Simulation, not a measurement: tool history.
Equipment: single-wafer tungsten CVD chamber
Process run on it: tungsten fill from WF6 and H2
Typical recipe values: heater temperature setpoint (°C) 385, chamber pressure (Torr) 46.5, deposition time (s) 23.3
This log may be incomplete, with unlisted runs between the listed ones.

run   hour  heater temperature setpoint (°C)  chamber pressure (Torr)  deposition time (s)  wafers since the last listed run  hours since the last thermocouple change  hours since the last manometer calibration  hours since the showerhead was replaced  hours since the gauge calibration  read-back reference wafer on the same gauge, thickness_nm  mean film thickness on the monitor wafer (nm)
  1      0                               394                     46.5                 23.3                                 0                                    1675.7                                        1231                                   4914.3                              419.6                                                      69.97                                         81.143
  2   17.2                               394                     46.5                 23.3                               396                                    1692.9                                      1248.2                                   4931.5                              436.8                                                     69.944                                         81.225
  3   24.1                               394                     46.5                 23.3                               158                                    1699.8                                      1255.1                                   4938.4                              443.7                                                      69.94                                         81.187
  4   38.8                               385                     46.5                 23.3                               338                                    1714.5                                      1269.8                                   4953.1                              458.4                                                     69.914                                          69.23
      43.7  -- gauge calibrated
  5   51.1                               385                     46.5                 23.3                               283                                    1726.8                                      1282.1                                   4965.4                                7.4                                                      70.06                                         69.762
  6   67.6                               385                     46.5                 23.3                               379                                    1743.3                                      1298.6                                   4981.9                               23.9                                                     70.013                                         70.144
  7   73.9                               385                     46.5                 23.3                               145                                    1749.6                                      1304.9                                   4988.2                               30.2                                                     70.063                                         69.826
  8   90.1                               385                     46.5                 23.3                               372                                    1765.8                                      1321.1                                   5004.4                               46.4                                                     70.053                                          69.79
  9  101.2                               385                     46.5                 23.3                               255                                    1776.9                                      1332.2                                   5015.5                               57.5                                                     70.071                                          69.41
 10  111.6                               385                     46.5                 23.3                               239                                    1787.3                                      1342.6                                   5025.9                               67.9                                                     69.987                                         69.691
 11  119.8                               392                     46.5                 27.7                               188                                    1795.5                                      1350.8                                   5034.1                               76.1                                                     69.929                                         93.686
 12  127.1                               385                     46.5                 23.3                               168                                    1802.8                                      1358.1                                   5041.4                               83.4                                                     70.057                                         69.989
     141.6  -- capacitance manometer re-zeroed and calibrated
 13  142.1                               374                     46.5                 23.3                               161                                    1817.8                                         0.5                                   5056.4                               98.4                                                     70.092                                         55.096
 14  149.1                               377                     55.8                 20.1                               161                                    1824.8                                         7.5                                   5063.4                              105.4                                                     69.997                                         54.357
 15  164.9                               385                     46.5                 18.9                               363                                    1840.6                                        23.3                                   5079.2                              121.2                                                     69.995                                         54.225
       184  -- thermocouple changed; heater temperature recalibrated
 16  184.3                               397                     55.9                 26.2                               262                                       0.3                                        42.7                                   5098.6                              140.6                                                     70.071                                        101.015
 17  201.9                               385                     46.5                 23.3                               405                                      17.9                                        60.3                                   5116.2                              158.2                                                     69.994                                         67.411
 18    217                               385                     40.2                 23.3                               347                                        33                                        75.4                                   5131.3                              173.3                                                     70.009                                         63.179
 19  225.5                               377                     39.7                 27.4                               195                                      41.5                                        83.9                                   5139.8                              181.8                                                     69.991                                         64.017
 20  237.8                               385                     46.5                 18.9                               283                                      53.8                                        96.2                                   5152.1                              194.1                                                     69.994                                         54.625
 21  251.5                               372                     58.1                 23.3                               315                                      67.5                                       109.9                                   5165.8                              207.8                                                     70.021                                         58.467
     262.6  -- showerhead replaced
 22  269.3                               385                     46.5                 23.3                               225                                      85.3                                       127.7                                      6.7                              225.6                                                      69.89                                         67.547
 23    276                               385                     46.5                 23.3                               154                                        92                                       134.4                                     13.4                              232.3                                                      69.97                                         66.805
 24  290.1                               385                     56.8                 26.7                               324                                     106.1                                       148.5                                     27.5                              246.4                                                     69.964                                          84.59
 25    303                               385                     46.5                 23.3                               297                                       119                                       161.4                                     40.4                              259.3                                                     70.015                                         67.247
 26  311.6                               375                       36                 23.3                               198                                     127.6                                         170                                       49                              267.9                                                         70                                         49.983
 27  320.6                               392                     46.5                 27.7                               207                                     136.6                                         179                                       58                              276.9                                                     69.907                                         90.539
 28  332.7                               385                     46.5                 23.3                               278                                     148.7                                       191.1                                     70.1                                289                                                     70.044                                         67.767
 29  348.1                               385                     46.5                 23.3                               354                                     164.1                                       206.5                                     85.5                              304.4                                                     70.004                                         67.813
 30  360.6                               391                     46.5                 21.2                               287                                     176.6                                         219                                       98                              316.9                                                     70.006                                         67.933
 31  374.5                               380                     46.5                 23.3                               320                                     190.5                                       232.9                                    111.9                              330.8                                                     69.968                                         61.661
 32    387                               392                     34.9                 23.3                               287                                       203                                       245.4                                    124.4                              343.3                                                     70.066                                         67.236
 33  398.3                               372                     36.5                   20                               260                                     214.3                                       256.7                                    135.7                              354.6                                                     70.062                                         40.883

The tool's hidden state at each run:
wafer temperature above the value expected at the setpoint (K): 0, the same for each run
gauge reads high (%): 0, the same for each run
H1: true pressure above the setpoint (%)
run     H1
  1   7.03
  2   7.22
  3   7.29
  4   7.46
  5    7.6
  6   7.79
  7   7.86
  8   8.05
  9   8.18
 10    8.3
 11    8.4
 12   8.49
 13  0.436
 14  0.436
 15  0.438
 16  0.444
 17  0.452
 18  0.461
 19  0.467
 20  0.477
 21  0.489
 22  0.508
 23  0.516
 24  0.534
 25  0.551
 26  0.564
 27  0.578
 28  0.598
 29  0.625
 30  0.649
 31  0.677
 32  0.703
 33  0.729
